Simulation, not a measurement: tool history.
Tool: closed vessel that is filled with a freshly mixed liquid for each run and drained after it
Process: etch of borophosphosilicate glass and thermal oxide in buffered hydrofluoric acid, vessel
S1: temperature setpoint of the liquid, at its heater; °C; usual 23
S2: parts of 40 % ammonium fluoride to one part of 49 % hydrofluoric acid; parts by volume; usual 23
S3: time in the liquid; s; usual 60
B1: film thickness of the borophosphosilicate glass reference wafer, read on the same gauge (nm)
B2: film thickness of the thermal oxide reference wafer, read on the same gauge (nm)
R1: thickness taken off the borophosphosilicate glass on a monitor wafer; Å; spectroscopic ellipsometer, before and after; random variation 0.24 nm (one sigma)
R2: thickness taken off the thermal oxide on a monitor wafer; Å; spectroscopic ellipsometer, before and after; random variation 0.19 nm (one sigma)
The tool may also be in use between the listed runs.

Run 1, hour 0: usual settings; B1 90; B2 109.97. Result: R1 286 Å, R2 266.3 Å.
Run 2, hour 28.2: usual settings; B1 89.99; B2 110. Result: R1 281.4 Å, R2 264.4 Å.
Run 3, hour 41.8: usual settings; B1 90.04; B2 110.01. Result: R1 289.8 Å, R2 264.4 Å.
Run 4, hour 71.7: usual settings but S2 18.5 parts by volume; B1 90; B2 110.01. Result: R1 340.3 Å, R2 312.5 Å.
Run 5, hour 97.4: usual settings but S2 18.5 parts by volume; B1 90.03; B2 110.02. Result: R1 336.8 Å, R2 309.3 Å.
Run 6, hour 116.2: usual settings but S3 85 s; B1 90; B2 109.99. Result: R1 402.2 Å, R2 372.9 Å.
Run 7, hour 149.3: usual settings but S3 85 s; B1 90.01; B2 109.99. Result: R1 397.3 Å, R2 367.2 Å.
Run 8, hour 168.1: usual settings; B1 89.99; B2 110.02. Result: R1 281.9 Å, R2 256.8 Å.
Run 9, hour 202.6: usual settings; B1 89.98; B2 110.01. Result: R1 280.3 Å, R2 257.8 Å.
Run 10, hour 221.9: usual settings; B1 89.97; B2 109.99. Result: R1 277 Å, R2 258.7 Å.
At hour 225.2: thermometer replaced.
Run 11, hour 252.8: usual settings; B1 89.97; B2 109.99. Result: R1 314 Å, R2 290 Å.
Run 12, hour 288.6: usual settings; B1 90; B2 110.02. Result: R1 310.2 Å, R2 286.9 Å.
At hour 302.3: gauge calibrated.
Run 13, hour 314.1: usual settings; B1 90; B2 110. Result: R1 310.9 Å, R2 285.8 Å.
Run 14, hour 328.4: usual settings but S3 75 s; B1 90.01; B2 109.99. Result: R1 387.9 Å, R2 353.9 Å.
Run 15, hour 357.6: usual settings but S1 20.5 °C, S3 90 s; B1 89.95; B2 110.04. Result: R1 400.4 Å, R2 364.7 Å.
Run 16, hour 373.6: usual settings but S1 27 °C; B1 90.01; B2 110. Result: R1 387.1 Å, R2 351.5 Å.
Run 17, hour 433.7: usual settings but S1 24.5 °C, S3 45 s; B1 89.99; B2 110. Result: R1 249.5 Å, R2 228.1 Å.
Run 18, hour 455.7: usual settings but S1 20.5 °C, S3 35 s; B1 90; B2 109.98. Result: R1 156.2 Å, R2 142.7 Å.
At hour 470.4: hydrofluoric acid flow meter replaced.
Run 19, hour 487.5: usual settings; B1 89.99; B2 109.99. Result: R1 305.7 Å, R2 278.3 Å.
Run 20, hour 510.4: usual settings; B1 90.02; B2 109.99. Result: R1 303.3 Å, R2 276.4 Å.
Run 21, hour 542.2: usual settings but S1 27.5 °C, S2 30 parts by volume, S3 35 s; B1 89.99; B2 110.01. Result: R1 184.5 Å, R2 173.2 Å.
Run 22, hour 568.6: usual settings but S1 26.5 °C, S2 30 parts by volume, S3 50 s; B1 90.01; B2 110.01. Result: R1 250.2 Å, R2 233.8 Å.
Run 23, hour 587.5: usual settings but S2 30 parts by volume; B1 90.01; B2 110.01. Result: R1 247.3 Å, R2 227.3 Å.
Run 24, hour 610.4: usual settings but S1 20 °C, S2 27 parts by volume, S3 75 s; B1 90.02; B2 109.97. Result: R1 285.1 Å, R2 261.6 Å.
Run 25, hour 632.7: usual settings but S1 18 °C, S2 28.5 parts by volume, S3 95 s; B1 89.98; B2 110. Result: R1 308.7 Å, R2 282.9 Å.
Run 26, hour 645: usual settings but S1 26.5 °C, S2 27 parts by volume; B1 90.05; B2 110.02. Result: R1 322.8 Å, R2 297.9 Å.

The tool's hidden state at each run:
hydrofluoric acid flow below the setpoint (%): 0 in every run
gauge reads high (%): 0 in every run
H1: liquid colder than its thermometer reads (K)
run     H1
  1   1.74
  2    1.8
  3   1.83
  4   1.89
  5   1.95
  6   1.99
  7   2.06
  8    2.1
  9   2.17
 10   2.21
 11  0.278
 12  0.353
 13  0.406
 14  0.436
 15  0.497
 16  0.531
 17  0.657
 18  0.703
 19   0.77
 20  0.818
 21  0.884
 22  0.939
 23  0.979
 24   1.03
 25   1.07
 26    1.1
